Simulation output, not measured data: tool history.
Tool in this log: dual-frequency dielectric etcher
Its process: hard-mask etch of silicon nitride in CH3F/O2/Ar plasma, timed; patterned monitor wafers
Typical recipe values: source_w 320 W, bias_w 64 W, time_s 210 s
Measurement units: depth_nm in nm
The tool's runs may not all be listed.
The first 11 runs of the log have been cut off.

run,hour,source_w,bias_w,time_s,wafers since the last listed run,hours since the last wet clean,hours since the last source power generator calibration,hours since the last bias power generator calibration,hours since the last upper electrode change,hours since the gauge calibration,"read-back reference wafer on the same gauge, depth_nm",depth_nm
12,837.3,320,78,210,301,196.4,1072.5,278.1,5111.2,207.4,117.1,132.5
13,929,390,64,191,375,288.1,1164.2,369.8,5202.9,299.1,117,126.7
14,1006.3,380,69,159,316,365.4,1241.5,447.1,5280.2,376.4,117.1,104.8
# hour 1052.6: upper electrode replaced
15,1083.5,320,64,210,218,442.6,1318.7,524.3,30.9,453.6,117.1,126.8
16,1122.6,260,56,210,160,481.7,1357.8,563.4,70,492.7,117,111.4
17,1197.3,320,64,210,306,556.4,1432.5,638.1,144.7,567.4,117.1,126.7
18,1235.1,320,52,210,154,594.2,1470.3,675.9,182.5,605.2,117.1,120.7
# hour 1304.6: wet clean of the chamber
19,1341,320,64,210,335,36.4,1576.2,781.8,288.4,711.1,117,126.6
20,1440.8,250,73,192.5,409,136.2,1676,881.6,388.2,810.9,116.9,106.6
21,1539.1,350,53,210,402,234.5,1774.3,979.9,486.5,909.2,117.1,127.4
22,1631,260,64,234,376,326.4,1866.2,1071.8,578.4,1001.1,117.2,128.5
23,1720.2,380,64,158.5,365,415.6,1955.4,1161,667.6,1090.3,117,103.8
24,1775.4,320,57,210,226,470.8,2010.6,1216.2,722.8,1145.5,117.1,123.3
25,1818,390,76,228,174,513.4,2053.2,1258.8,765.4,1188.1,117,156.5
26,1902.2,320,64,233.5,345,597.6,2137.4,1343,849.6,1272.3,116.9,140.9
27,1956,320,64,210,220,651.4,2191.2,1396.8,903.4,1326.1,116.9,126.5
28,2004.5,320,64,210,198,699.9,2239.7,1445.3,951.9,1374.6,117,126.6
# hour 2063.6: wet clean of the chamber
29,2101.4,320,64,210,298,37.8,2336.6,1542.2,1048.8,1471.5,117,127.1
30,2247.3,320,64,210,598,183.7,2482.5,1688.1,1194.7,1617.4,117,126.5

4 ways to go on from here, each from the tool as it stands after run 30. What would each give?
A,2247.8,320,71,210,2,184.2,2483,1688.6,1195.2,1617.9,?,?
B,2247.8,320,59,210,2,184.2,2483,1688.6,1195.2,1617.9,?,?
C,2247.8,350,64,250.5,2,184.2,2483,1688.6,1195.2,1617.9,?,?
D,2247.8,380,64,210,2,184.2,2483,1688.6,1195.2,1617.9,?,?

run,"read-back reference wafer on the same gauge, depth_nm",depth_nm
A,117,129.9
B,117,124.7
C,117,157.7
D,117,137.2
With the hidden condition removed and each run's random variation left untouched, the same runs would have given:
run,depth_nm
A,129.9
B,124.7
C,157.7
D,137.2

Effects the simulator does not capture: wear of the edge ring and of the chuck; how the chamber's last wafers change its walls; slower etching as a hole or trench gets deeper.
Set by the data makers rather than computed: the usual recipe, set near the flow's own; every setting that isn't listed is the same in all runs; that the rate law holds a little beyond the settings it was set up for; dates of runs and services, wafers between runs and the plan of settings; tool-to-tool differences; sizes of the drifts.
